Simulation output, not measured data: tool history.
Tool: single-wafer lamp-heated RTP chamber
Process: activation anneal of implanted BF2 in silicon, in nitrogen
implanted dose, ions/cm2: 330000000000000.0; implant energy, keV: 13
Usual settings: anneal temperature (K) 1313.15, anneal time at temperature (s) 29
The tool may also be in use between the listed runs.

run   hour  anneal temperature (K)  anneal time at temperature (s)  read-back reference wafer on the same gauge, sheet resistance  sheet resistance of the implanted and annealed layer (ohm/square)
  1    0.0                 1313.15                              29                                                         382.07                                                             366.12
  2    8.0                 1289.15                              29                                                         382.30                                                             376.73
  3   24.4                 1291.15                              29                                                         382.59                                                             376.73
  4   41.9                 1291.15                              29                                                         382.78                                                             376.39
  5   57.8                 1331.15                              17                                                         382.99                                                             369.07
  6   66.1                 1313.15                              29                                                         383.22                                                             367.58
  7   72.9                 1313.15                              29                                                         383.35                                                             366.77
  8   85.6                 1307.15                              18                                                         383.54                                                             377.22
  9   95.5                 1307.15                              18                                                         383.52                                                             377.38
 10  107.3                 1307.15                              18                                                         383.83                                                             378.60
 11  118.4                 1313.15                              29                                                         383.91                                                             367.52
 12  130.9                 1287.15                              16                                                         384.19                                                             387.32
     138.4  -- gauge calibrated
 13  144.6                 1292.15                              17                                                         381.27                                                             382.09
 14  150.8                 1307.15                              18                                                         381.29                                                             374.52
     169.3  -- reflector plate cleaned
 15  169.8                 1291.15                              15                                                         381.86                                                             383.79
 16  184.0                 1313.15                              29                                                         381.91                                                             366.82
     194.2  -- pyrometer window cleaned and pyrometer calibrated
 17  200.3                 1336.15                              16                                                         382.24                                                             368.55
 18  213.0                 1334.15                              38                                                         382.31                                                             353.48
 19  226.3                 1313.15                              29                                                         382.64                                                             366.07
 20  233.6                 1313.15                              29                                                         382.60                                                             366.94
 21  243.2                 1289.15                              14                                                         382.79                                                             386.65
 22  252.5                 1338.15                              34                                                         383.02                                                             355.72
 23  266.1                 1313.15                              29                                                         383.18                                                             368.19

Hidden state or all else? Some run-to-run changes of sheet resistance of the implanted and annealed layer (ohm/square), split into what the settings, what came in and random variation would give without the hidden state, and what is left for the hidden state (with any gauge scatter that isn't in both results):
The hidden state here: true wafer temperature minus pyrometer reading, K; wafer temperature error from the tarnished reflector plate, K; gauge reads high (%).
Run 11 -> 12: anneal temperature (K) 1313.15 -> 1287.15, anneal time at temperature (s) 29 -> 16. sheet resistance of the implanted and annealed layer (ohm/square) +19.80: hidden state +0.35, all else +19.45.
Run 12 -> 13: anneal temperature (K) 1287.15 -> 1292.15, anneal time at temperature (s) 16 -> 17, gauge calibrated. sheet resistance of the implanted and annealed layer (ohm/square) -5.23: hidden state -2.87, all else -2.36.
Run 21 -> 22: anneal temperature (K) 1289.15 -> 1338.15, anneal time at temperature (s) 14 -> 34. sheet resistance of the implanted and annealed layer (ohm/square) -30.93: hidden state -0.02, all else -30.91.
